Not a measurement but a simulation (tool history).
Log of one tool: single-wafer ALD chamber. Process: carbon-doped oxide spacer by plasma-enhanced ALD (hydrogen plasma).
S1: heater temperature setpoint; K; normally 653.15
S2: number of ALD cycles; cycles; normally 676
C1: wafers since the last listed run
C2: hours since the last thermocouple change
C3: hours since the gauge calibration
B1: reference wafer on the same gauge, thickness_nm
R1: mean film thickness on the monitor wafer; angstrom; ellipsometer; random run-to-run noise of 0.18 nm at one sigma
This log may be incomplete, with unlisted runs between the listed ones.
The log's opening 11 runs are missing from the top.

| run | day | S1 | S2 | C1 | C2 | C3 | B1 | R1 |
|---|---|---|---|---|---|---|---|---|
| 12 | 8.262 | 653.15 | 676 | 3 | 1382.4 | 315.8 | 41.760 | 350.04 |
|  | 8.992 | thermocouple changed; heater temperature recalibrated |
| 13 | 9.012 | 653.15 | 676 | 4 | 0.5 | 333.8 | 41.773 | 350.26 |
| 14 | 9.625 | 653.15 | 676 | 6 | 15.2 | 348.5 | 41.793 | 350.06 |
| 15 | 9.946 | 653.15 | 676 | 3 | 22.9 | 356.2 | 41.698 | 346.88 |
| 16 | 10.608 | 653.15 | 773 | 7 | 38.8 | 372.1 | 41.789 | 398.86 |
| 17 | 10.925 | 653.15 | 773 | 3 | 46.4 | 379.7 | 41.760 | 398.29 |
| 18 | 11.404 | 653.15 | 773 | 5 | 57.9 | 391.2 | 41.843 | 397.91 |
| 19 | 11.988 | 653.15 | 676 | 6 | 71.9 | 405.2 | 41.787 | 352.45 |
| 20 | 12.296 | 653.15 | 572 | 3 | 79.3 | 412.6 | 41.772 | 295.53 |
| 21 | 12.975 | 640.15 | 676 | 7 | 95.6 | 428.9 | 41.745 | 347.91 |
| 22 | 13.242 | 643.15 | 568 | 3 | 102.0 | 435.3 | 41.802 | 294.27 |
| 23 | 13.912 | 646.15 | 611 | 7 | 118.1 | 451.4 | 41.777 | 314.41 |
| 24 | 14.450 | 649.15 | 798 | 6 | 131.0 | 464.3 | 41.807 | 416.12 |
| 25 | 14.758 | 649.15 | 591 | 3 | 138.4 | 471.7 | 41.791 | 307.35 |
| 26 | 15.262 | 653.15 | 676 | 5 | 150.5 | 483.8 | 41.726 | 352.19 |
| 27 | 15.767 | 642.15 | 641 | 5 | 162.6 | 495.9 | 41.760 | 328.64 |
| 28 | 16.150 | 643.15 | 568 | 4 | 171.8 | 505.1 | 41.654 | 295.42 |
| 29 | 16.667 | 653.15 | 676 | 5 | 184.2 | 517.5 | 41.790 | 350.89 |
|  | 17.025 | gauge calibrated |
| 30 | 18.546 | 653.15 | 795 | 21 | 229.3 | 36.5 | 41.776 | 413.69 |
| 31 | 18.867 | 645.15 | 568 | 3 | 237.0 | 44.2 | 41.731 | 295.39 |
| 32 | 19.183 | 653.15 | 715 | 3 | 244.6 | 51.8 | 41.821 | 373.30 |
| 33 | 19.762 | 665.15 | 549 | 6 | 258.5 | 65.7 | 41.665 | 285.16 |
| 34 | 20.296 | 642.15 | 546 | 6 | 271.3 | 78.5 | 41.739 | 283.04 |

Expected results for the next run?
| 35 | 20.883 | 639.15 | 770 | 6 | 285.4 | 92.6 | ? | ? |

Logged for run 35: B1 41.779, R1 400.32 angstrom.
Were there no unlogged condition in the tool, this run, its random variation unchanged, would have produced R1 400.32 angstrom.
